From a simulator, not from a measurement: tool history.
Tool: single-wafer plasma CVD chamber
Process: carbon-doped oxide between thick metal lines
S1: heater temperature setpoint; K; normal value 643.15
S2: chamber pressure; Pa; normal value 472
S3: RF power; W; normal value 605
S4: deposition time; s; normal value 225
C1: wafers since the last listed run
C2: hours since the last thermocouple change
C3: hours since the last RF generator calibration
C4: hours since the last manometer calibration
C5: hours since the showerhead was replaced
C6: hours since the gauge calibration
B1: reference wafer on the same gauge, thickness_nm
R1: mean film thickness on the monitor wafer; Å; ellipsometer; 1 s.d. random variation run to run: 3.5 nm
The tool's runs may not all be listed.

| run | hour | S1 | S2 | S3 | S4 | C1 | C2 | C3 | C4 | C5 | C6 | B1 | R1 |
|---|---|---|---|---|---|---|---|---|---|---|---|---|---|
| 1 | 0.0 | 643.15 | 472 | 605 | 225 | 0 | 2534.5 | 1716.7 | 15.1 | 5838.0 | 502.1 | 1449.415 | 11787.11 |
| 2 | 14.6 | 643.15 | 472 | 605 | 225 | 116 | 2549.1 | 1731.3 | 29.7 | 5852.6 | 516.7 | 1448.984 | 11858.82 |
| 3 | 29.0 | 643.15 | 472 | 605 | 225 | 114 | 2563.5 | 1745.7 | 44.1 | 5867.0 | 531.1 | 1449.995 | 11828.12 |
| 4 | 41.0 | 643.15 | 472 | 605 | 225 | 95 | 2575.5 | 1757.7 | 56.1 | 5879.0 | 543.1 | 1451.215 | 11810.39 |
| 5 | 55.4 | 643.15 | 472 | 605 | 225 | 114 | 2589.9 | 1772.1 | 70.5 | 5893.4 | 557.5 | 1449.029 | 11747.33 |
| 6 | 69.0 | 643.15 | 472 | 605 | 225 | 108 | 2603.5 | 1785.7 | 84.1 | 5907.0 | 571.1 | 1448.876 | 11776.81 |
|  | 92.2 | showerhead replaced, of another model than before |
| 7 | 92.7 | 643.15 | 357 | 605 | 189 | 124 | 2627.2 | 1809.4 | 107.8 | 0.5 | 594.8 | 1450.647 | 9927.53 |
|  | 95.2 | gauge calibrated |
| 8 | 102.7 | 643.15 | 541 | 605 | 225 | 79 | 2637.2 | 1819.4 | 117.8 | 10.5 | 7.5 | 1450.358 | 12183.12 |
| 9 | 118.5 | 643.15 | 472 | 605 | 225 | 125 | 2653.0 | 1835.2 | 133.6 | 26.3 | 23.3 | 1448.670 | 12009.53 |
| 10 | 136.4 | 643.15 | 472 | 605 | 204 | 142 | 2670.9 | 1853.1 | 151.5 | 44.2 | 41.2 | 1452.099 | 10881.18 |
|  | 144.6 | thermocouple changed; heater temperature recalibrated |
| 11 | 149.0 | 656.15 | 472 | 690 | 225 | 36 | 4.4 | 1865.7 | 164.1 | 56.8 | 53.8 | 1449.310 | 12554.52 |
| 12 | 165.6 | 643.15 | 472 | 605 | 225 | 132 | 21.0 | 1882.3 | 180.7 | 73.4 | 70.4 | 1450.289 | 12021.19 |
|  | 175.4 | RF generator calibrated |
| 13 | 175.8 | 643.15 | 561 | 605 | 225 | 17 | 31.2 | 0.4 | 190.9 | 83.6 | 80.6 | 1449.627 | 12622.75 |
| 14 | 193.4 | 656.15 | 472 | 690 | 225 | 140 | 48.8 | 18.0 | 208.5 | 101.2 | 98.2 | 1450.779 | 12983.15 |
| 15 | 215.5 | 649.15 | 472 | 510 | 184 | 175 | 70.9 | 40.1 | 230.6 | 123.3 | 120.3 | 1451.020 | 9148.16 |
| 16 | 233.0 | 647.15 | 408 | 605 | 244 | 139 | 88.4 | 57.6 | 248.1 | 140.8 | 137.8 | 1451.113 | 13269.88 |
| 17 | 249.0 | 643.15 | 472 | 605 | 225 | 127 | 104.4 | 73.6 | 264.1 | 156.8 | 153.8 | 1450.561 | 12339.37 |
| 18 | 260.6 | 643.15 | 423 | 605 | 225 | 92 | 116.0 | 85.2 | 275.7 | 168.4 | 165.4 | 1448.348 | 12348.42 |
| 19 | 278.6 | 643.15 | 472 | 605 | 203 | 143 | 134.0 | 103.2 | 293.7 | 186.4 | 183.4 | 1449.574 | 11157.67 |
| 20 | 291.0 | 643.15 | 472 | 500 | 180 | 98 | 146.4 | 115.6 | 306.1 | 198.8 | 195.8 | 1450.801 | 8994.81 |
| 21 | 302.9 | 643.15 | 472 | 605 | 225 | 94 | 158.3 | 127.5 | 318.0 | 210.7 | 207.7 | 1451.009 | 12354.50 |
| 22 | 310.7 | 643.15 | 379 | 530 | 204 | 62 | 166.1 | 135.3 | 325.8 | 218.5 | 215.5 | 1448.458 | 10332.00 |
| 23 | 324.1 | 643.15 | 387 | 525 | 209 | 106 | 179.5 | 148.7 | 339.2 | 231.9 | 228.9 | 1450.085 | 10539.83 |
| 24 | 338.7 | 643.15 | 472 | 605 | 180 | 116 | 194.1 | 163.3 | 353.8 | 246.5 | 243.5 | 1450.357 | 9905.46 |
| 25 | 344.7 | 643.15 | 384 | 500 | 188 | 47 | 200.1 | 169.3 | 359.8 | 252.5 | 249.5 | 1450.168 | 9259.85 |
| 26 | 352.3 | 643.15 | 472 | 695 | 265 | 60 | 207.7 | 176.9 | 367.4 | 260.1 | 257.1 | 1449.166 | 15802.76 |
| 27 | 367.5 | 647.15 | 515 | 605 | 225 | 121 | 222.9 | 192.1 | 382.6 | 275.3 | 272.3 | 1451.065 | 12369.72 |
| 28 | 376.5 | 658.15 | 388 | 680 | 225 | 71 | 231.9 | 201.1 | 391.6 | 284.3 | 281.3 | 1450.308 | 12642.73 |
| 29 | 388.2 | 643.15 | 472 | 605 | 260 | 93 | 243.6 | 212.8 | 403.3 | 296.0 | 293.0 | 1450.082 | 14301.91 |

Below are 3 alternative next runs, each starting from the tool's condition after run 29. Predict each:
| A | 388.7 | 643.15 | 472 | 605 | 225 | 3 | 244.1 | 213.3 | 403.8 | 296.5 | 293.5 | ? | ? |
| B | 388.7 | 643.15 | 356 | 505 | 225 | 3 | 244.1 | 213.3 | 403.8 | 296.5 | 293.5 | ? | ? |
| C | 388.7 | 651.15 | 508 | 520 | 225 | 3 | 244.1 | 213.3 | 403.8 | 296.5 | 293.5 | ? | ? |

| run | B1 | R1 |
|---|---|---|
| A | 1449.764 | 12398.00 |
| B | 1449.764 | 11064.30 |
| C | 1449.764 | 11326.48 |
Without the tool's unlogged condition, the same runs would have read:
| run | R1 |
|---|---|
| A | 12469.26 |
| B | 11129.94 |
| C | 11393.67 |
